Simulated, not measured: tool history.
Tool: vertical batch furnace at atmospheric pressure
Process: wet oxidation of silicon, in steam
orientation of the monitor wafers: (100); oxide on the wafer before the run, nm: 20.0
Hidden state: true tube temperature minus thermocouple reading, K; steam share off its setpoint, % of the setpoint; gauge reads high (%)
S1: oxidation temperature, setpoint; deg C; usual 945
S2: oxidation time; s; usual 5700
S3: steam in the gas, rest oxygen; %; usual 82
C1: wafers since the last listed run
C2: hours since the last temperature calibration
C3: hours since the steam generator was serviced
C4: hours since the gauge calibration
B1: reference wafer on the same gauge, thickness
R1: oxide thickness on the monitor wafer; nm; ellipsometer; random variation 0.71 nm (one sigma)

Run 1, hour 0: usual settings; C1 0; C2 1733.9; C3 2271.1; C4 89.9; B1 310.95. Result: R1 363.53 nm.
Run 2, hour 12.7: usual settings; C1 140; C2 1746.6; C3 2283.8; C4 102.6; B1 310.92. Result: R1 361.75 nm.
Run 3, hour 22.9: usual settings; C1 113; C2 1756.8; C3 2294; C4 112.8; B1 310.59. Result: R1 362.03 nm.
Run 4, hour 35.4: usual settings; C1 138; C2 1769.3; C3 2306.5; C4 125.3; B1 310.92. Result: R1 362.05 nm.
Run 5, hour 43.5: usual settings; C1 89; C2 1777.4; C3 2314.6; C4 133.4; B1 311.22. Result: R1 362.36 nm.
Run 6, hour 61.3: usual settings; C1 197; C2 1795.2; C3 2332.4; C4 151.2; B1 310.72. Result: R1 361.86 nm.
Run 7, hour 77.9: usual settings; C1 184; C2 1811.8; C3 2349; C4 167.8; B1 311.28. Result: R1 362.03 nm.
Run 8, hour 93.1: usual settings; C1 168; C2 1827; C3 2364.2; C4 183; B1 310.9. Result: R1 362.59 nm.
Run 9, hour 102.1: usual settings; C1 99; C2 1836; C3 2373.2; C4 192; B1 311.06. Result: R1 363.8 nm.
Run 10, hour 119.5: usual settings; C1 193; C2 1853.4; C3 2390.6; C4 209.4; B1 310.65. Result: R1 362.56 nm.
Run 11, hour 138.3: usual settings; C1 208; C2 1872.2; C3 2409.4; C4 228.2; B1 311.08. Result: R1 362.12 nm.
Run 12, hour 168.3: usual settings; C1 332; C2 1902.2; C3 2439.4; C4 258.2; B1 310.99. Result: R1 362.79 nm.
Run 13, hour 228.6: usual settings but S1 930 deg C, S2 4920 s; C1 669; C2 1962.5; C3 2499.7; C4 318.5; B1 310.9. Result: R1 284.61 nm.
At hour 259.7: thermocouples replaced and temperature profile calibrated.
Run 14, hour 260.2: usual settings but S2 7710 s; C1 84; C2 0.5; C3 2531.3; C4 350.1; B1 311.26. Result: R1 435.1 nm.
Run 15, hour 265.1: usual settings but S2 7710 s; C1 54; C2 5.4; C3 2536.2; C4 355; B1 311.39. Result: R1 436.41 nm.
Run 16, hour 270: usual settings; C1 54; C2 10.3; C3 2541.1; C4 359.9; B1 310.88. Result: R1 351.45 nm.
At hour 296.2: steam generator serviced.
Run 17, hour 296.7: usual settings; C1 29; C2 37; C3 0.5; C4 386.6; B1 311.01. Result: R1 350.39 nm.
Run 18, hour 302.2: usual settings but S2 2910 s; C1 61; C2 42.5; C3 6; C4 392.1; B1 311.03. Result: R1 212.35 nm.
Run 19, hour 317.7: usual settings but S2 7620 s, S3 76 %; C1 172; C2 58; C3 21.5; C4 407.6; B1 310.93. Result: R1 410.59 nm.
Run 20, hour 326.9: usual settings but S1 925 deg C; C1 102; C2 67.2; C3 30.7; C4 416.8; B1 311.22. Result: R1 294.01 nm.
At hour 329.2: gauge calibrated.
Run 21, hour 338.1: usual settings but S1 930 deg C, S2 4230 s; C1 124; C2 78.4; C3 41.9; C4 8.9; B1 310.88. Result: R1 245.91 nm.
Run 22, hour 355.6: usual settings but S1 964 deg C, S3 88 %; C1 194; C2 95.9; C3 59.4; C4 26.4; B1 310.94. Result: R1 436.55 nm.
Run 23, hour 375.9: usual settings but S1 955 deg C, S2 4080 s, S3 73 %; C1 225; C2 116.2; C3 79.7; C4 46.7; B1 311.13. Result: R1 276.29 nm.
Run 24, hour 385.8: usual settings but S2 4110 s, S3 89 %; C1 109; C2 126.1; C3 89.6; C4 56.6; B1 311.02. Result: R1 293.42 nm.
Run 25, hour 399.1: usual settings; C1 147; C2 139.4; C3 102.9; C4 69.9; B1 310.99. Result: R1 354.45 nm.
Run 26, hour 408.2: usual settings but S1 928 deg C, S2 4800 s; C1 100; C2 148.5; C3 112; C4 79; B1 311.22. Result: R1 265.82 nm.
Run 27, hour 416.6: usual settings but S1 938 deg C, S2 3450 s; C1 93; C2 156.9; C3 120.4; C4 87.4; B1 311.07. Result: R1 227.27 nm.
Run 28, hour 428.4: usual settings but S1 960 deg C, S3 85 %; C1 130; C2 168.7; C3 132.2; C4 99.2; B1 310.89. Result: R1 411.6 nm.
Run 29, hour 480: usual settings but S1 967 deg C, S3 70 %; C1 572; C2 220.3; C3 183.8; C4 150.8; B1 311.07. Result: R1 379.98 nm.
Run 30, hour 495.8: usual settings; C1 175; C2 236.1; C3 199.6; C4 166.6; B1 310.8. Result: R1 355.38 nm.
Run 31, hour 516.1: usual settings but S1 959 deg C, S2 7440 s, S3 75 %; C1 225; C2 256.4; C3 219.9; C4 186.9; B1 310.98. Result: R1 453.34 nm.
Run 32, hour 533.7: usual settings but S2 3510 s, S3 70 %; C1 195; C2 274; C3 237.5; C4 204.5; B1 310.95. Result: R1 219.96 nm.
Run 33, hour 545.6: usual settings but S1 937 deg C; C1 132; C2 285.9; C3 249.4; C4 216.4; B1 310.81. Result: R1 331.81 nm.

The same runs without the tool's hidden state, with the same run-to-run variation:
run      R1
  1  349.91
  2  348.18
  3  348.44
  4  348.44
  5  348.73
  6  348.23
  7  348.37
  8   348.9
  9  350.05
 10  348.85
 11   348.4
 12  349.01
 13  273.19
 14  433.45
 15  434.61
 16  349.81
 17  348.14
 18  210.76
 19  407.53
 20   291.4
 21  243.53
 22  432.58
 23  273.05
 24  289.84
 25  350.05
 26  262.14
 27  223.99
 28  406.23
 29  374.13
 30  349.27
 31  445.87
 32   215.4
 33  325.33
